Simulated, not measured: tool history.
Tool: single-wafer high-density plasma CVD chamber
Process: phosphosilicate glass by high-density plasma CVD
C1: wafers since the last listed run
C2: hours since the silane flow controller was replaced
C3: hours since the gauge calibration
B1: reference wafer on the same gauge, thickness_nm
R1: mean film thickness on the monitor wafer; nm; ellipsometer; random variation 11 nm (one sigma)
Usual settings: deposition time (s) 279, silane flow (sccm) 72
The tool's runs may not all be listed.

{"run": 1, "hour": 0.0, "deposition time (s)": 279, "silane flow (sccm)": 72, "C1": 0, "C2": 3211.7, "C3": 29.5, "B1": 2230.329, "R1": 2077.223}
{"run": 2, "hour": 26.5, "deposition time (s)": 303, "silane flow (sccm)": 67, "C1": 156, "C2": 3238.2, "C3": 56.0, "B1": 2233.339, "R1": 2099.09}
{"run": 3, "hour": 43.4, "deposition time (s)": 279, "silane flow (sccm)": 72, "C1": 99, "C2": 3255.1, "C3": 72.9, "B1": 2236.852, "R1": 2091.883}
{"run": 4, "hour": 63.5, "deposition time (s)": 279, "silane flow (sccm)": 72, "C1": 118, "C2": 3275.2, "C3": 93.0, "B1": 2240.59, "R1": 2081.897}
{"run": 5, "hour": 95.6, "deposition time (s)": 279, "silane flow (sccm)": 81, "C1": 189, "C2": 3307.3, "C3": 125.1, "B1": 2243.056, "R1": 2358.499}
{"run": 6, "hour": 166.7, "deposition time (s)": 279, "silane flow (sccm)": 72, "C1": 418, "C2": 3378.4, "C3": 196.2, "B1": 2244.394, "R1": 2099.044}
{"run": 7, "hour": 185.4, "deposition time (s)": 279, "silane flow (sccm)": 72, "C1": 110, "C2": 3397.1, "C3": 214.9, "B1": 2251.789, "R1": 2096.465}
{"run": 8, "hour": 219.9, "deposition time (s)": 311, "silane flow (sccm)": 72, "C1": 203, "C2": 3431.6, "C3": 249.4, "B1": 2252.923, "R1": 2335.592}
{"run": 9, "hour": 255.8, "deposition time (s)": 279, "silane flow (sccm)": 69, "C1": 211, "C2": 3467.5, "C3": 285.3, "B1": 2259.731, "R1": 1988.323}
{"run": 10, "hour": 269.5, "deposition time (s)": 279, "silane flow (sccm)": 69, "C1": 80, "C2": 3481.2, "C3": 299.0, "B1": 2265.315, "R1": 2010.611}
{"run": 11, "hour": 300.4, "deposition time (s)": 279, "silane flow (sccm)": 69, "C1": 182, "C2": 3512.1, "C3": 329.9, "B1": 2262.739, "R1": 2027.066}
{"run": 12, "hour": 321.2, "deposition time (s)": 279, "silane flow (sccm)": 72, "C1": 122, "C2": 3532.9, "C3": 350.7, "B1": 2263.602, "R1": 2113.642}
{"run": 13, "hour": 334.7, "deposition time (s)": 279, "silane flow (sccm)": 72, "C1": 79, "C2": 3546.4, "C3": 364.2, "B1": 2262.98, "R1": 2107.619}
{"run": 14, "hour": 356.8, "deposition time (s)": 279, "silane flow (sccm)": 72, "C1": 130, "C2": 3568.5, "C3": 386.3, "B1": 2264.962, "R1": 2111.525}
{"run": 15, "hour": 390.0, "deposition time (s)": 279, "silane flow (sccm)": 72, "C1": 195, "C2": 3601.7, "C3": 419.5, "B1": 2271.311, "R1": 2133.105}
{"hour": 406.3, "done": "silane flow controller replaced"}
{"run": 16, "hour": 423.3, "deposition time (s)": 279, "silane flow (sccm)": 72, "C1": 149, "C2": 17.0, "C3": 452.8, "B1": 2275.503, "R1": 2094.824}
{"run": 17, "hour": 443.1, "deposition time (s)": 279, "silane flow (sccm)": 72, "C1": 116, "C2": 36.8, "C3": 472.6, "B1": 2279.743, "R1": 2124.633}
{"run": 18, "hour": 478.8, "deposition time (s)": 279, "silane flow (sccm)": 72, "C1": 210, "C2": 72.5, "C3": 508.3, "B1": 2276.198, "R1": 2121.515}
{"run": 19, "hour": 510.6, "deposition time (s)": 279, "silane flow (sccm)": 72, "C1": 187, "C2": 104.3, "C3": 540.1, "B1": 2280.529, "R1": 2127.572}
{"run": 20, "hour": 534.1, "deposition time (s)": 279, "silane flow (sccm)": 76, "C1": 138, "C2": 127.8, "C3": 563.6, "B1": 2280.739, "R1": 2235.955}
{"run": 21, "hour": 551.0, "deposition time (s)": 279, "silane flow (sccm)": 76, "C1": 99, "C2": 144.7, "C3": 580.5, "B1": 2283.516, "R1": 2256.302}
{"hour": 570.1, "done": "gauge calibrated"}
{"run": 22, "hour": 574.2, "deposition time (s)": 266, "silane flow (sccm)": 72, "C1": 136, "C2": 167.9, "C3": 4.1, "B1": 2225.965, "R1": 1961.177}
{"run": 23, "hour": 606.7, "deposition time (s)": 248, "silane flow (sccm)": 76, "C1": 191, "C2": 200.4, "C3": 36.6, "B1": 2228.522, "R1": 1968.876}
{"run": 24, "hour": 628.5, "deposition time (s)": 232, "silane flow (sccm)": 72, "C1": 128, "C2": 222.2, "C3": 58.4, "B1": 2227.003, "R1": 1720.087}
{"run": 25, "hour": 726.6, "deposition time (s)": 258, "silane flow (sccm)": 67, "C1": 578, "C2": 320.3, "C3": 156.5, "B1": 2237.184, "R1": 1779.678}
{"run": 26, "hour": 762.0, "deposition time (s)": 279, "silane flow (sccm)": 72, "C1": 208, "C2": 355.7, "C3": 191.9, "B1": 2242.051, "R1": 2081.718}
{"run": 27, "hour": 781.9, "deposition time (s)": 334, "silane flow (sccm)": 77, "C1": 117, "C2": 375.6, "C3": 211.8, "B1": 2241.583, "R1": 2668.062}
{"run": 28, "hour": 807.4, "deposition time (s)": 251, "silane flow (sccm)": 59, "C1": 150, "C2": 401.1, "C3": 237.3, "B1": 2241.323, "R1": 1542.121}
{"run": 29, "hour": 841.0, "deposition time (s)": 279, "silane flow (sccm)": 72, "C1": 197, "C2": 434.7, "C3": 270.9, "B1": 2249.818, "R1": 2081.917}
{"run": 30, "hour": 853.0, "deposition time (s)": 303, "silane flow (sccm)": 67, "C1": 70, "C2": 446.7, "C3": 282.9, "B1": 2248.088, "R1": 2103.938}
{"run": 31, "hour": 868.5, "deposition time (s)": 233, "silane flow (sccm)": 72, "C1": 91, "C2": 462.2, "C3": 298.4, "B1": 2248.733, "R1": 1752.684}
{"run": 32, "hour": 885.2, "deposition time (s)": 279, "silane flow (sccm)": 72, "C1": 98, "C2": 478.9, "C3": 315.1, "B1": 2253.174, "R1": 2097.05}
{"run": 33, "hour": 900.4, "deposition time (s)": 252, "silane flow (sccm)": 72, "C1": 89, "C2": 494.1, "C3": 330.3, "B1": 2253.058, "R1": 1885.402}
{"run": 34, "hour": 914.7, "deposition time (s)": 279, "silane flow (sccm)": 72, "C1": 84, "C2": 508.4, "C3": 344.6, "B1": 2252.44, "R1": 2104.915}
{"run": 35, "hour": 945.4, "deposition time (s)": 279, "silane flow (sccm)": 72, "C1": 180, "C2": 539.1, "C3": 375.3, "B1": 2256.596, "R1": 2099.541}
{"run": 36, "hour": 958.0, "deposition time (s)": 279, "silane flow (sccm)": 64, "C1": 74, "C2": 551.7, "C3": 387.9, "B1": 2254.599, "R1": 1854.884}
{"run": 37, "hour": 976.5, "deposition time (s)": 250, "silane flow (sccm)": 82, "C1": 109, "C2": 570.2, "C3": 406.4, "B1": 2264.063, "R1": 2153.381}
{"run": 38, "hour": 995.1, "deposition time (s)": 279, "silane flow (sccm)": 68, "C1": 109, "C2": 588.8, "C3": 425.0, "B1": 2256.185, "R1": 1974.647}
{"run": 39, "hour": 1015.0, "deposition time (s)": 279, "silane flow (sccm)": 72, "C1": 117, "C2": 608.7, "C3": 444.9, "B1": 2262.464, "R1": 2089.472}
{"run": 40, "hour": 1034.0, "deposition time (s)": 279, "silane flow (sccm)": 72, "C1": 111, "C2": 627.7, "C3": 463.9, "B1": 2262.95, "R1": 2090.077}
{"run": 41, "hour": 1063.2, "deposition time (s)": 279, "silane flow (sccm)": 76, "C1": 172, "C2": 656.9, "C3": 493.1, "B1": 2264.421, "R1": 2216.632}
{"run": 42, "hour": 1091.9, "deposition time (s)": 279, "silane flow (sccm)": 61, "C1": 169, "C2": 685.6, "C3": 521.8, "B1": 2272.671, "R1": 1768.946}
{"run": 43, "hour": 1112.1, "deposition time (s)": 320, "silane flow (sccm)": 83, "C1": 119, "C2": 705.8, "C3": 542.0, "B1": 2272.706, "R1": 2795.363}
{"run": 44, "hour": 1125.2, "deposition time (s)": 279, "silane flow (sccm)": 72, "C1": 77, "C2": 718.9, "C3": 555.1, "B1": 2271.948, "R1": 2116.851}
{"run": 45, "hour": 1141.8, "deposition time (s)": 320, "silane flow (sccm)": 63, "C1": 97, "C2": 735.5, "C3": 571.7, "B1": 2273.025, "R1": 2126.879}
{"run": 46, "hour": 1160.4, "deposition time (s)": 327, "silane flow (sccm)": 80, "C1": 109, "C2": 754.1, "C3": 590.3, "B1": 2281.237, "R1": 2742.668}
{"hour": 1187.3, "done": "gauge calibrated"}
{"run": 47, "hour": 1192.1, "deposition time (s)": 257, "silane flow (sccm)": 72, "C1": 186, "C2": 785.8, "C3": 4.8, "B1": 2226.979, "R1": 1911.297}

What the log doesn't show, run by run:
delivered silane flow above the setpoint (%): 0 in every run
H1: gauge reads high (%)
run=1 H1=0.245
run=2 H1=0.351
run=3 H1=0.419
run=4 H1=0.499
run=5 H1=0.628
run=6 H1=0.912
run=7 H1=0.987
run=8 H1=1.13
run=9 H1=1.27
run=10 H1=1.32
run=11 H1=1.45
run=12 H1=1.53
run=13 H1=1.58
run=14 H1=1.67
run=15 H1=1.81
run=16 H1=1.94
run=17 H1=2.02
run=18 H1=2.16
run=19 H1=2.29
run=20 H1=2.38
run=21 H1=2.45
run=22 H1=-0.296
run=23 H1=-0.166
run=24 H1=-0.0792
run=25 H1=0.313
run=26 H1=0.455
run=27 H1=0.534
run=28 H1=0.636
run=29 H1=0.771
run=30 H1=0.819
run=31 H1=0.881
run=32 H1=0.948
run=33 H1=1.01
run=34 H1=1.07
run=35 H1=1.19
run=36 H1=1.24
run=37 H1=1.31
run=38 H1=1.39
run=39 H1=1.47
run=40 H1=1.54
run=41 H1=1.66
run=42 H1=1.77
run=43 H1=1.86
run=44 H1=1.91
run=45 H1=1.97
run=46 H1=2.05
run=47 H1=-0.182

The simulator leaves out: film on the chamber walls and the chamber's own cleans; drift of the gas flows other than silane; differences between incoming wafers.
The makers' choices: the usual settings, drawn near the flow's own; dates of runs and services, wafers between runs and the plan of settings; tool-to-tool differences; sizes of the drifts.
